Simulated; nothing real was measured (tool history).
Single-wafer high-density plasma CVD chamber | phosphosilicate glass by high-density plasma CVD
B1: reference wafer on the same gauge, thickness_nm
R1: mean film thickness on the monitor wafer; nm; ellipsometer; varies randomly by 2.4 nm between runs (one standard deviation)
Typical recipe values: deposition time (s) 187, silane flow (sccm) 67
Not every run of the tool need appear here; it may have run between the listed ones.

Run 1, day 0: usual settings but silane flow (sccm) 74; B1 1459.809. Result: R1 1427.974 nm.
Run 2, day 0.446: usual settings; B1 1460.366. Result: R1 1291.537 nm.
Run 3, day 1.15: usual settings; B1 1459.757. Result: R1 1291.758 nm.
Run 4, day 1.554: usual settings but deposition time (s) 208; B1 1460.412. Result: R1 1442.52 nm.
Run 5, day 1.883: usual settings; B1 1461.016. Result: R1 1296.259 nm.
Run 6, day 2.429: usual settings; B1 1459.473. Result: R1 1297.854 nm.
Run 7, day 2.879: usual settings; B1 1459.788. Result: R1 1293.194 nm.
Run 8, day 3.212: usual settings; B1 1460.314. Result: R1 1292.457 nm.
Run 9, day 3.825: usual settings; B1 1459.712. Result: R1 1293.304 nm.
Run 10, day 4.525: usual settings; B1 1460.904. Result: R1 1289.745 nm.
Run 11, day 5.196: usual settings but silane flow (sccm) 63; B1 1460.637. Result: R1 1215.992 nm.
Run 12, day 5.733: usual settings but deposition time (s) 166, silane flow (sccm) 62; B1 1460.219. Result: R1 1056.243 nm.
Run 13, day 6.075: usual settings but deposition time (s) 166, silane flow (sccm) 62; B1 1460.293. Result: R1 1060.954 nm.
Run 14, day 6.758: usual settings but deposition time (s) 166, silane flow (sccm) 62; B1 1459.628. Result: R1 1059.864 nm.
Run 15, day 7.408: usual settings; B1 1459.767. Result: R1 1286.798 nm.
Run 16, day 7.871: usual settings; B1 1459.962. Result: R1 1290.238 nm.
Run 17, day 8.608: usual settings; B1 1459.875. Result: R1 1285.19 nm.
Run 18, day 9.15: usual settings; B1 1459.515. Result: R1 1291.179 nm.
Run 19, day 9.717: usual settings; B1 1459.45. Result: R1 1286.921 nm.
Run 20, day 10.092: usual settings but silane flow (sccm) 64; B1 1459.09. Result: R1 1229.742 nm.
Run 21, day 10.638: usual settings but silane flow (sccm) 64; B1 1459.961. Result: R1 1227.025 nm.
At day 11.192: gauge calibrated.
Run 22, day 11.371: usual settings; B1 1459. Result: R1 1287.842 nm.
Run 23, day 11.971: usual settings; B1 1459.868. Result: R1 1285.761 nm.
Run 24, day 12.579: usual settings but deposition time (s) 174, silane flow (sccm) 76; B1 1459.984. Result: R1 1356.784 nm.
Run 25, day 12.892: usual settings but deposition time (s) 208, silane flow (sccm) 74; B1 1460.13. Result: R1 1578.494 nm.
Run 26, day 13.154: usual settings but silane flow (sccm) 62; B1 1459.795. Result: R1 1189.288 nm.
Run 27, day 13.483: usual settings; B1 1460.529. Result: R1 1283.688 nm.
Run 28, day 14.212: usual settings but deposition time (s) 172, silane flow (sccm) 56; B1 1459.993. Result: R1 985.097 nm.
Run 29, day 14.721: usual settings but deposition time (s) 211, silane flow (sccm) 74; B1 1460.371. Result: R1 1597.919 nm.
Run 30, day 15.125: usual settings but deposition time (s) 151, silane flow (sccm) 59; B1 1460.227. Result: R1 913.866 nm.
Run 31, day 15.646: usual settings but deposition time (s) 158; B1 1460.631. Result: R1 1084.392 nm.
Run 32, day 15.996: usual settings but silane flow (sccm) 57; B1 1459.944. Result: R1 1087.25 nm.
Run 33, day 16.542: usual settings but deposition time (s) 152; B1 1459.888. Result: R1 1041.081 nm.
Run 34, day 17.625: usual settings but deposition time (s) 212; B1 1459.738. Result: R1 1447.902 nm.
At day 18.225: silane flow controller replaced.
Run 35, day 18.246: usual settings but deposition time (s) 159; B1 1460.306. Result: R1 1168.21 nm.
Run 36, day 18.567: usual settings but deposition time (s) 221, silane flow (sccm) 78; B1 1460.18. Result: R1 1889.298 nm.
Run 37, day 19.138: usual settings; B1 1460.294. Result: R1 1378.026 nm.
Run 38, day 19.488: usual settings but deposition time (s) 169, silane flow (sccm) 60; B1 1460.508. Result: R1 1114.37 nm.
Run 39, day 21.708: usual settings but silane flow (sccm) 75; B1 1460.287. Result: R1 1536.568 nm.
Run 40, day 23.55: usual settings; B1 1460.053. Result: R1 1369.972 nm.
Run 41, day 23.821: usual settings but deposition time (s) 201; B1 1460.428. Result: R1 1477.461 nm.
Run 42, day 24.25: usual settings but deposition time (s) 159, silane flow (sccm) 62; B1 1460.264. Result: R1 1082.644 nm.
Run 43, day 24.825: usual settings but deposition time (s) 203; B1 1460.05. Result: R1 1495.527 nm.
Run 44, day 25.271: usual settings but deposition time (s) 201, silane flow (sccm) 57; B1 1460.392. Result: R1 1255.741 nm.
Run 45, day 27.408: usual settings but deposition time (s) 176, silane flow (sccm) 58; B1 1459.757. Result: R1 1118.725 nm.

Forecast each of these 5 alternatives for the next run:
Run A, day 27.429: usual settings but deposition time (s) 197; B1 ?. Result: R1 ?.
Run B, day 27.429: usual settings but deposition time (s) 150, silane flow (sccm) 80; B1 ?. Result: R1 ?.
Run C, day 27.429: usual settings but deposition time (s) 174, silane flow (sccm) 77; B1 ?. Result: R1 ?.
Run D, day 27.429: usual settings but deposition time (s) 162, silane flow (sccm) 59; B1 ?. Result: R1 ?.
Run E, day 27.429: usual settings but deposition time (s) 160, silane flow (sccm) 77; B1 ?. Result: R1 ?.

run        B1        R1
  A  1459.921  1446.014
  B  1459.921  1314.658
  C  1459.921  1467.815
  D  1459.921  1047.125
  E  1459.921  1349.715
Had the tool no hidden state, the same runs would have come out as:
run        R1
  A  1445.981
  B  1314.627
  C  1467.782
  D  1047.101
  E  1349.684

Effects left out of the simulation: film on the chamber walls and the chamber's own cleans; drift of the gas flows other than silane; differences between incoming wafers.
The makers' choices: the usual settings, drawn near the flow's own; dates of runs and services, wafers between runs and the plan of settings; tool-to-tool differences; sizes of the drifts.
